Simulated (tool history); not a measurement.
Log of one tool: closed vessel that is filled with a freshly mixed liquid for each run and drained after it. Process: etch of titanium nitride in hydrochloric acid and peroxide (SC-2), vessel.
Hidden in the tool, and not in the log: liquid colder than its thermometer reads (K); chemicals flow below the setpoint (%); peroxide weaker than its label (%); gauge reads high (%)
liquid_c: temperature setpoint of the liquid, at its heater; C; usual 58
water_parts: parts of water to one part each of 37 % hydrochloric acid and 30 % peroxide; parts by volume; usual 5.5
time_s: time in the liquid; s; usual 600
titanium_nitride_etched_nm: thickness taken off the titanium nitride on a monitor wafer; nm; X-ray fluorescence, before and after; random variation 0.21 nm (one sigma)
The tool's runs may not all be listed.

run,hour,liquid_c,water_parts,time_s,wafers since the last listed run,hours since the thermometer was replaced,hours since the chemicals flow meter was replaced,hours since the drum of peroxide was connected,hours since the gauge calibration,"read-back film thickness of the titanium nitride reference wafer, read on the same gauge (nm)",titanium_nitride_etched_nm
1,0,58,5.5,600,0,537.4,2592.2,587.3,75.1,49.96,38.52
2,7.3,58,5.5,600,541,544.7,2599.5,594.6,82.4,50.02,38.11
3,13.3,58,5.5,600,444,550.7,2605.5,600.6,88.4,49.98,38.04
4,27.2,58,5.5,600,1030,564.6,2619.4,614.5,102.3,49.98,38.22
5,33.3,64.5,4,600,452,570.7,2625.5,620.6,108.4,50.04,71.68
6,49.5,64.5,4,600,1200,586.9,2641.7,636.8,124.6,50.02,71.27
7,61.9,64.5,4,600,919,599.3,2654.1,649.2,137,50.01,70.86
8,77.5,58,5.5,600,1156,614.9,2669.7,664.8,152.6,49.99,37.34
9,90.6,58,5.5,600,971,628,2682.8,677.9,165.7,49.98,37.27
# hour 106.8: chemicals flow meter replaced
10,107.3,58,6.5,600,1163,644.7,0.5,694.6,182.4,49.99,33.03
# hour 118: new drum of peroxide connected
11,123.4,58,5.5,600,1119,660.8,16.6,5.4,198.5,49.97,37.13
12,137.4,58,5.5,600,1037,674.8,30.6,19.4,212.5,50.05,37.08
# hour 146: gauge calibrated
13,146.9,60.5,5.5,600,704,684.3,40.1,28.9,0.9,50.03,43.28
14,154.5,58,5.5,600,563,691.9,47.7,36.5,8.5,49.98,36.79
# hour 159.1: thermometer replaced
15,167.8,58,5.5,600,911,8.7,61,49.8,21.8,49.95,42.28
16,180.5,58,5.5,905,941,21.4,73.7,62.5,34.5,49.99,63.5
17,187.8,58,5.5,600,541,28.7,81,69.8,41.8,49.98,42.31
18,196.2,62,7,495,622,37.1,89.4,78.2,50.2,50,36.99
19,203.8,58,5.5,445,563,44.7,97,85.8,57.8,49.98,31.17
20,211.7,50,6.5,885,585,52.6,104.9,93.7,65.7,50.02,32.54
21,220.5,58,5.5,600,652,61.4,113.7,102.5,74.5,49.99,42.03
22,230.5,58,4.5,705,741,71.4,123.7,112.5,84.5,49.98,56.52
23,239.6,62,5.5,500,674,80.5,132.8,121.6,93.6,50,44.9
24,252,63.5,5.5,940,919,92.9,145.2,134,106,50,92.83
25,281.9,66,7.5,245,2216,122.8,175.1,163.9,135.9,49.96,21.81
26,294.2,48.5,5.5,600,911,135.1,187.4,176.2,148.2,50,22.29
27,309.3,61,5.5,410,1119,150.2,202.5,191.3,163.3,49.96,34.02

5 ways to go on from here, each from the tool as it stands after run 27. What would each give?
A,310.1,58,5.5,850,59,151,203.3,192.1,164.1,?,?
B,310.1,65,7.5,425,59,151,203.3,192.1,164.1,?,?
C,310.1,49,7.5,315,59,151,203.3,192.1,164.1,?,?
D,310.1,58,4,370,59,151,203.3,192.1,164.1,?,?
E,310.1,66.5,8,905,59,151,203.3,192.1,164.1,?,?

run,"read-back film thickness of the titanium nitride reference wafer, read on the same gauge (nm)",titanium_nitride_etched_nm
A,50.03,58.19
B,50.03,35.56
C,50.03,9.44
D,50.03,31.66
E,50.03,78.81
Without the tool's hidden state the same runs would have given:
run,titanium_nitride_etched_nm
A,60.65
B,37
C,9.86
D,33
E,81.97
